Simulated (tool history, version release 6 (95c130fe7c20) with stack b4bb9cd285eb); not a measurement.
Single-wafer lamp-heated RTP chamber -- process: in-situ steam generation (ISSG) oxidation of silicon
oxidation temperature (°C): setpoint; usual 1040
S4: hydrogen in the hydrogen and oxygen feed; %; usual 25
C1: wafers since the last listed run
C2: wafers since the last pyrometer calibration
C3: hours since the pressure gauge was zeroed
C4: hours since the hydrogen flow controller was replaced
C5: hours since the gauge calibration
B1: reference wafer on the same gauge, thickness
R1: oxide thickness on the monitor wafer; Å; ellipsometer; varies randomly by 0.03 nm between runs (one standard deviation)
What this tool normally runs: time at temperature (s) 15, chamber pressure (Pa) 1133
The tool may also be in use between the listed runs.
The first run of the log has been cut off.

{"run": 2, "hour": 13.8, "oxidation temperature (°C)": 1040, "time at temperature (s)": 15, "chamber pressure (Pa)": 1133, "S4": 25, "C1": 237, "C2": 1738, "C3": 1358.4, "C4": 5795.2, "C5": 336.8, "B1": 5.308, "R1": 58.84}
{"run": 3, "hour": 29.4, "oxidation temperature (°C)": 1051, "time at temperature (s)": 15, "chamber pressure (Pa)": 1133, "S4": 25, "C1": 267, "C2": 2005, "C3": 1374.0, "C4": 5810.8, "C5": 352.4, "B1": 5.318, "R1": 62.86}
{"run": 4, "hour": 38.0, "oxidation temperature (°C)": 1051, "time at temperature (s)": 15, "chamber pressure (Pa)": 1133, "S4": 25, "C1": 147, "C2": 2153, "C3": 1382.6, "C4": 5819.4, "C5": 361.0, "B1": 5.327, "R1": 62.76}
{"run": 5, "hour": 49.5, "oxidation temperature (°C)": 1051, "time at temperature (s)": 15, "chamber pressure (Pa)": 1133, "S4": 25, "C1": 197, "C2": 2351, "C3": 1394.1, "C4": 5830.9, "C5": 372.5, "B1": 5.308, "R1": 62.33}
{"run": 6, "hour": 57.1, "oxidation temperature (°C)": 1040, "time at temperature (s)": 15, "chamber pressure (Pa)": 1133, "S4": 20, "C1": 130, "C2": 2481, "C3": 1401.7, "C4": 5838.5, "C5": 380.1, "B1": 5.329, "R1": 55.79}
{"run": 7, "hour": 68.3, "oxidation temperature (°C)": 1040, "time at temperature (s)": 15, "chamber pressure (Pa)": 1133, "S4": 20, "C1": 192, "C2": 2674, "C3": 1412.9, "C4": 5849.7, "C5": 391.3, "B1": 5.322, "R1": 55.82}
{"run": 8, "hour": 79.4, "oxidation temperature (°C)": 1040, "time at temperature (s)": 15, "chamber pressure (Pa)": 1133, "S4": 27, "C1": 190, "C2": 2864, "C3": 1424.0, "C4": 5860.8, "C5": 402.4, "B1": 5.318, "R1": 60.07}
{"hour": 99.9, "done": "gauge calibrated"}
{"hour": 101.6, "done": "pyrometer window cleaned and pyrometer calibrated"}
{"run": 9, "hour": 102.1, "oxidation temperature (°C)": 1030, "time at temperature (s)": 15, "chamber pressure (Pa)": 1133, "S4": 25, "C1": 252, "C2": 8, "C3": 1446.7, "C4": 5883.5, "C5": 2.2, "B1": 5.313, "R1": 55.75}
{"run": 10, "hour": 102.4, "oxidation temperature (°C)": 1030, "time at temperature (s)": 15, "chamber pressure (Pa)": 1133, "S4": 25, "C1": 5, "C2": 13, "C3": 1447.0, "C4": 5883.8, "C5": 2.5, "B1": 5.322, "R1": 56.19}
{"hour": 123.0, "done": "hydrogen flow controller replaced"}
{"run": 11, "hour": 123.5, "oxidation temperature (°C)": 1040, "time at temperature (s)": 15, "chamber pressure (Pa)": 1133, "S4": 25, "C1": 224, "C2": 238, "C3": 1468.1, "C4": 0.5, "C5": 23.6, "B1": 5.314, "R1": 58.88}
{"run": 12, "hour": 131.0, "oxidation temperature (°C)": 1040, "time at temperature (s)": 15, "chamber pressure (Pa)": 1133, "S4": 25, "C1": 128, "C2": 367, "C3": 1475.6, "C4": 8.0, "C5": 31.1, "B1": 5.326, "R1": 58.94}
{"run": 13, "hour": 143.3, "oxidation temperature (°C)": 1040, "time at temperature (s)": 15, "chamber pressure (Pa)": 1133, "S4": 25, "C1": 211, "C2": 578, "C3": 1487.9, "C4": 20.3, "C5": 43.4, "B1": 5.322, "R1": 58.26}
{"run": 14, "hour": 161.2, "oxidation temperature (°C)": 1040, "time at temperature (s)": 15, "chamber pressure (Pa)": 1133, "S4": 25, "C1": 307, "C2": 886, "C3": 1505.8, "C4": 38.2, "C5": 61.3, "B1": 5.309, "R1": 59.04}
{"run": 15, "hour": 172.5, "oxidation temperature (°C)": 1022, "time at temperature (s)": 15, "chamber pressure (Pa)": 987, "S4": 16, "C1": 194, "C2": 1080, "C3": 1517.1, "C4": 49.5, "C5": 72.6, "B1": 5.33, "R1": 48.87}
{"run": 16, "hour": 189.1, "oxidation temperature (°C)": 1040, "time at temperature (s)": 15, "chamber pressure (Pa)": 1133, "S4": 25, "C1": 285, "C2": 1365, "C3": 1533.7, "C4": 66.1, "C5": 89.2, "B1": 5.318, "R1": 58.57}
{"run": 17, "hour": 206.4, "oxidation temperature (°C)": 1040, "time at temperature (s)": 15, "chamber pressure (Pa)": 1200, "S4": 25, "C1": 297, "C2": 1662, "C3": 1551.0, "C4": 83.4, "C5": 106.5, "B1": 5.322, "R1": 58.01}
{"run": 18, "hour": 220.8, "oxidation temperature (°C)": 1040, "time at temperature (s)": 15, "chamber pressure (Pa)": 1133, "S4": 25, "C1": 247, "C2": 1909, "C3": 1565.4, "C4": 97.8, "C5": 120.9, "B1": 5.319, "R1": 59.02}
{"run": 19, "hour": 236.6, "oxidation temperature (°C)": 1040, "time at temperature (s)": 17, "chamber pressure (Pa)": 1133, "S4": 19, "C1": 271, "C2": 2181, "C3": 1581.2, "C4": 113.6, "C5": 136.7, "B1": 5.315, "R1": 58.59}
{"run": 20, "hour": 282.3, "oxidation temperature (°C)": 1040, "time at temperature (s)": 15, "chamber pressure (Pa)": 1133, "S4": 25, "C1": 784, "C2": 2966, "C3": 1626.9, "C4": 159.3, "C5": 182.4, "B1": 5.326, "R1": 58.79}

Run 21, settings as shown, results not yet in. Your forecast:
{"hour": 296.0, "done": "pyrometer window cleaned and pyrometer calibrated"}
{"hour": 299.4, "done": "pressure gauge zeroed"}
{"run": 21, "hour": 299.9, "oxidation temperature (°C)": 1040, "time at temperature (s)": 15, "chamber pressure (Pa)": 1133, "S4": 25, "C1": 105, "C2": 8, "C3": 0.5, "C4": 176.9, "C5": 200.0, "B1": "?", "R1": "?"}

{"run 21": {"B1": 5.321, "R1": 58.65}}
On a tool with no hidden condition, and with the same random variation, this run would have come out at R1 58.65 Å.

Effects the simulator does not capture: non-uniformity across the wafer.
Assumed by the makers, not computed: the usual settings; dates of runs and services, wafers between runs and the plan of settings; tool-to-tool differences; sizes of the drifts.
